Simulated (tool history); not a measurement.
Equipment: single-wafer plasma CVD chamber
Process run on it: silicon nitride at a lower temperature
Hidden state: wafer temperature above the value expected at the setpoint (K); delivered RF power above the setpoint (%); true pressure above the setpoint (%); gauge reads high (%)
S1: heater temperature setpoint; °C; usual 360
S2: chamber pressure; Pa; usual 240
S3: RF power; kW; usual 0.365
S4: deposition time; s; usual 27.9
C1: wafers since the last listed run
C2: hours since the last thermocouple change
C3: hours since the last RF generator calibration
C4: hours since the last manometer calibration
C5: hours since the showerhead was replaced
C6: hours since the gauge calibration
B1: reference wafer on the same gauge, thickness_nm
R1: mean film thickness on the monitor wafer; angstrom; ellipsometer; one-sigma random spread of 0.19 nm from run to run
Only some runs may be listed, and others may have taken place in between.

{"run": 1, "hour": 0.0, "S1": 360, "S2": 276, "S3": 0.335, "S4": 27.9, "C1": 0, "C2": 1064.7, "C3": 1953.9, "C4": 955.7, "C5": 4798, "C6": 249, "B1": 44.59, "R1": 370.39}
{"run": 2, "hour": 22.2, "S1": 348, "S2": 276, "S3": 0.365, "S4": 27.9, "C1": 412, "C2": 1086.9, "C3": 1976.1, "C4": 977.9, "C5": 4820.2, "C6": 271.2, "B1": 44.633, "R1": 398.51}
{"run": 3, "hour": 41.1, "S1": 348, "S2": 276, "S3": 0.365, "S4": 27.9, "C1": 350, "C2": 1105.8, "C3": 1995, "C4": 996.8, "C5": 4839.1, "C6": 290.1, "B1": 44.611, "R1": 397.93}
{"run": 4, "hour": 54.9, "S1": 360, "S2": 240, "S3": 0.365, "S4": 27.9, "C1": 256, "C2": 1119.6, "C3": 2008.8, "C4": 1010.6, "C5": 4852.9, "C6": 303.9, "B1": 44.632, "R1": 378.78}
{"run": 5, "hour": 77.5, "S1": 360, "S2": 240, "S3": 0.365, "S4": 27.9, "C1": 419, "C2": 1142.2, "C3": 2031.4, "C4": 1033.2, "C5": 4875.5, "C6": 326.5, "B1": 44.693, "R1": 377.47}
{"run": 6, "hour": 112.1, "S1": 360, "S2": 240, "S3": 0.365, "S4": 27.9, "C1": 642, "C2": 1176.8, "C3": 2066, "C4": 1067.8, "C5": 4910.1, "C6": 361.1, "B1": 44.688, "R1": 379.68}
{"hour": 150.2, "done": "thermocouple changed; heater temperature recalibrated"}
{"run": 7, "hour": 150.7, "S1": 360, "S2": 240, "S3": 0.365, "S4": 27.9, "C1": 568, "C2": 0.5, "C3": 2104.6, "C4": 1106.4, "C5": 4948.7, "C6": 399.7, "B1": 44.727, "R1": 378.79}
{"run": 8, "hour": 164.2, "S1": 360, "S2": 240, "S3": 0.365, "S4": 27.9, "C1": 250, "C2": 14, "C3": 2118.1, "C4": 1119.9, "C5": 4962.2, "C6": 413.2, "B1": 44.703, "R1": 381.65}
{"run": 9, "hour": 179.7, "S1": 360, "S2": 240, "S3": 0.365, "S4": 27.9, "C1": 287, "C2": 29.5, "C3": 2133.6, "C4": 1135.4, "C5": 4977.7, "C6": 428.7, "B1": 44.716, "R1": 377.36}
{"hour": 200.1, "done": "capacitance manometer re-zeroed and calibrated"}
{"hour": 211.8, "done": "gauge calibrated"}
{"run": 10, "hour": 238.3, "S1": 350, "S2": 288, "S3": 0.365, "S4": 27.9, "C1": 939, "C2": 88.1, "C3": 2192.2, "C4": 38.2, "C5": 5036.3, "C6": 26.5, "B1": 43.832, "R1": 396.08}
{"run": 11, "hour": 272.6, "S1": 375, "S2": 300, "S3": 0.335, "S4": 31.9, "C1": 636, "C2": 122.4, "C3": 2226.5, "C4": 72.5, "C5": 5070.6, "C6": 60.8, "B1": 43.956, "R1": 426.39}
{"run": 12, "hour": 305.0, "S1": 360, "S2": 280, "S3": 0.365, "S4": 27.9, "C1": 601, "C2": 154.8, "C3": 2258.9, "C4": 104.9, "C5": 5103, "C6": 93.2, "B1": 44.116, "R1": 398.39}
{"hour": 329.1, "done": "showerhead replaced"}
{"run": 13, "hour": 339.8, "S1": 370, "S2": 240, "S3": 0.39, "S4": 27.9, "C1": 497, "C2": 189.6, "C3": 2293.7, "C4": 139.7, "C5": 10.7, "C6": 128, "B1": 44.16, "R1": 392.74}
{"run": 14, "hour": 355.7, "S1": 347, "S2": 273, "S3": 0.42, "S4": 22.8, "C1": 295, "C2": 205.5, "C3": 2309.6, "C4": 155.6, "C5": 26.6, "C6": 143.9, "B1": 44.2, "R1": 355.66}
{"hour": 380.1, "done": "RF generator calibrated"}
{"run": 15, "hour": 384.0, "S1": 373, "S2": 255, "S3": 0.395, "S4": 27.9, "C1": 376, "C2": 233.8, "C3": 3.9, "C4": 183.9, "C5": 54.9, "C6": 172.2, "B1": 44.245, "R1": 402.11}
{"run": 16, "hour": 480.5, "S1": 360, "S2": 240, "S3": 0.365, "S4": 27.9, "C1": 1792, "C2": 330.3, "C3": 100.4, "C4": 280.4, "C5": 151.4, "C6": 268.7, "B1": 44.36, "R1": 375.96}

Consider 4 possible next runs. They are alternatives, not a sequence: every one starts from the tool as it was left by run 16. What does each give?
{"run": "A", "hour": 480.9, "S1": 360, "S2": 240, "S3": 0.365, "S4": 27.9, "C1": 7, "C2": 330.7, "C3": 100.8, "C4": 280.8, "C5": 151.8, "C6": 269.1, "B1": "?", "R1": "?"}
{"run": "B", "hour": 480.9, "S1": 360, "S2": 240, "S3": 0.425, "S4": 32.5, "C1": 7, "C2": 330.7, "C3": 100.8, "C4": 280.8, "C5": 151.8, "C6": 269.1, "B1": "?", "R1": "?"}
{"run": "C", "hour": 480.9, "S1": 360, "S2": 272, "S3": 0.42, "S4": 31.7, "C1": 7, "C2": 330.7, "C3": 100.8, "C4": 280.8, "C5": 151.8, "C6": 269.1, "B1": "?", "R1": "?"}
{"run": "D", "hour": 480.9, "S1": 354, "S2": 240, "S3": 0.365, "S4": 24.9, "C1": 7, "C2": 330.7, "C3": 100.8, "C4": 280.8, "C5": 151.8, "C6": 269.1, "B1": "?", "R1": "?"}

run=A B1=44.364 R1=375.45
run=B B1=44.364 R1=486.91
run=C B1=44.364 R1=491.02
run=D B1=44.364 R1=335.84
What these runs would have given with no unlogged condition in the tool:
run=A R1=370.71
run=B R1=480.76
run=C R1=484.82
run=D R1=331.59
